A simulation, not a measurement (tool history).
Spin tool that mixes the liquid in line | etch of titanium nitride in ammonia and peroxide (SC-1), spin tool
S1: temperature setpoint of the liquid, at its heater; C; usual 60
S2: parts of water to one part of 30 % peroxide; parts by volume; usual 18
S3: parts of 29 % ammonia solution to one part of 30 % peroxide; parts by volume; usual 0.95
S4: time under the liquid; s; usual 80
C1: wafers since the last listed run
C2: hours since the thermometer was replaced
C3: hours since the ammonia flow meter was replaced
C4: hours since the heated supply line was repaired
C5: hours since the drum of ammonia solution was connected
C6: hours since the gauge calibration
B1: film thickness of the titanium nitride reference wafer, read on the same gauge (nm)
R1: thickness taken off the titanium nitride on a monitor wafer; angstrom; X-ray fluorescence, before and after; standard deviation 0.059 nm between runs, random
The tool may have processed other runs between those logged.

| run | hour | S1 | S2 | S3 | S4 | C1 | C2 | C3 | C4 | C5 | C6 | B1 | R1 |
|---|---|---|---|---|---|---|---|---|---|---|---|---|---|
| 1 | 0 | 60 | 18 | 0.95 | 80 | 0 | 2253.6 | 572.6 | 782.5 | 458.1 | 139.5 | 130 | 87.3 |
| 2 | 68.1 | 60 | 14.5 | 0.95 | 80 | 611 | 2321.7 | 640.7 | 850.6 | 526.2 | 207.6 | 130.04 | 97.9 |
| 3 | 117.6 | 60 | 14.5 | 0.95 | 80 | 444 | 2371.2 | 690.2 | 900.1 | 575.7 | 257.1 | 130.01 | 97.2 |
| 4 | 203.2 | 55.5 | 12 | 0.7 | 80 | 768 | 2456.8 | 775.8 | 985.7 | 661.3 | 342.7 | 130.01 | 75.5 |
| 5 | 309.7 | 69 | 18 | 0.95 | 80 | 956 | 2563.3 | 882.3 | 1092.2 | 767.8 | 449.2 | 130.02 | 153.7 |
| 6 | 410.9 | 67.5 | 14.5 | 0.95 | 105 | 908 | 2664.5 | 983.5 | 1193.4 | 869 | 550.4 | 130.02 | 203.5 |
|  | 425.7 | new drum of ammonia solution connected |
| 7 | 489.3 | 64 | 9.5 | 1.2 | 100 | 695 | 2742.9 | 1061.9 | 1271.8 | 63.6 | 628.8 | 130.01 | 198.7 |
|  | 523.4 | thermometer replaced |
| 8 | 562.5 | 56.5 | 15.5 | 0.6 | 45 | 648 | 39.1 | 1135.1 | 1345 | 136.8 | 702 | 130.01 | 39.4 |
| 9 | 641.6 | 60 | 18 | 0.95 | 80 | 710 | 118.2 | 1214.2 | 1424.1 | 215.9 | 781.1 | 130.02 | 87.2 |
| 10 | 703.2 | 67.5 | 15 | 0.95 | 120 | 553 | 179.8 | 1275.8 | 1485.7 | 277.5 | 842.7 | 130.06 | 236.1 |
|  | 738.6 | heated supply line repaired |
| 11 | 749.5 | 60 | 13.5 | 0.95 | 80 | 406 | 226.1 | 1322.1 | 10.9 | 323.8 | 889 | 130.02 | 109.6 |
| 12 | 789.1 | 60 | 18 | 1.2 | 115 | 355 | 265.7 | 1361.7 | 50.5 | 363.4 | 928.6 | 130.02 | 140.6 |
| 13 | 869.9 | 51.5 | 10.5 | 1.1 | 80 | 725 | 346.5 | 1442.5 | 131.3 | 444.2 | 1009.4 | 130.01 | 72.2 |
| 14 | 968.1 | 60 | 18 | 0.95 | 80 | 881 | 444.7 | 1540.7 | 229.5 | 542.4 | 1107.6 | 130 | 93.3 |
| 15 | 1061.3 | 60 | 18 | 0.95 | 80 | 837 | 537.9 | 1633.9 | 322.7 | 635.6 | 1200.8 | 130.01 | 92.3 |
|  | 1072.7 | ammonia flow meter replaced |
| 16 | 1136.4 | 60 | 18 | 0.95 | 80 | 665 | 613 | 63.7 | 397.8 | 710.7 | 1275.9 | 129.99 | 92.2 |
| 17 | 1207.3 | 63.5 | 26 | 0.7 | 40 | 636 | 683.9 | 134.6 | 468.7 | 781.6 | 1346.8 | 129.96 | 44.7 |
| 18 | 1249.5 | 50.5 | 12 | 0.95 | 80 | 379 | 726.1 | 176.8 | 510.9 | 823.8 | 1389 | 129.97 | 59.4 |
| 19 | 1300.2 | 68 | 18 | 0.95 | 95 | 455 | 776.8 | 227.5 | 561.6 | 874.5 | 1439.7 | 130.04 | 178 |
| 20 | 1346.4 | 60 | 18 | 0.95 | 80 | 414 | 823 | 273.7 | 607.8 | 920.7 | 1485.9 | 130 | 89.3 |
| 21 | 1404.5 | 60 | 18 | 0.95 | 35 | 521 | 881.1 | 331.8 | 665.9 | 978.8 | 1544 | 129.99 | 39.1 |
|  | 1439.6 | new drum of ammonia solution connected |
| 22 | 1449.8 | 54 | 18 | 0.95 | 80 | 397 | 926.4 | 377.1 | 711.2 | 10.2 | 1589.3 | 129.98 | 60.2 |
| 23 | 1536 | 55 | 23.5 | 0.7 | 80 | 774 | 1012.6 | 463.3 | 797.4 | 96.4 | 1675.5 | 130.03 | 52.3 |
| 24 | 1611.4 | 60 | 18 | 0.95 | 80 | 677 | 1088 | 538.7 | 872.8 | 171.8 | 1750.9 | 130.03 | 88.7 |
| 25 | 1705.4 | 60 | 18 | 0.7 | 80 | 844 | 1182 | 632.7 | 966.8 | 265.8 | 1844.9 | 129.95 | 83.5 |

Some steps in R1 between neighbouring runs. How much of each would the tool show without its hidden state too (settings, what came in, random variation), and how much is left for the hidden state, with any gauge scatter that isn't in both results?
The hidden state here: liquid colder than its thermometer reads (K); ammonia flow below the setpoint (%); temperature lost on the way to the wafer (K); ammonia solution weaker than its label (%); gauge reads high (%).
Run 7 -> 8: S1 64 -> 56.5, S2 9.5 -> 15.5, S3 1.2 -> 0.6, S4 100 -> 45, thermometer replaced. R1 -159.3 angstrom: hidden state +24.2, all else -183.5.
Run 9 -> 10: S1 60 -> 67.5, S2 18 -> 15, S4 80 -> 120. R1 +148.9 angstrom: hidden state -13.7, all else +162.6.
Run 10 -> 11: S1 67.5 -> 60, S2 15 -> 13.5, S4 120 -> 80, heated supply line repaired. R1 -126.5 angstrom: hidden state +19.5, all else -146.

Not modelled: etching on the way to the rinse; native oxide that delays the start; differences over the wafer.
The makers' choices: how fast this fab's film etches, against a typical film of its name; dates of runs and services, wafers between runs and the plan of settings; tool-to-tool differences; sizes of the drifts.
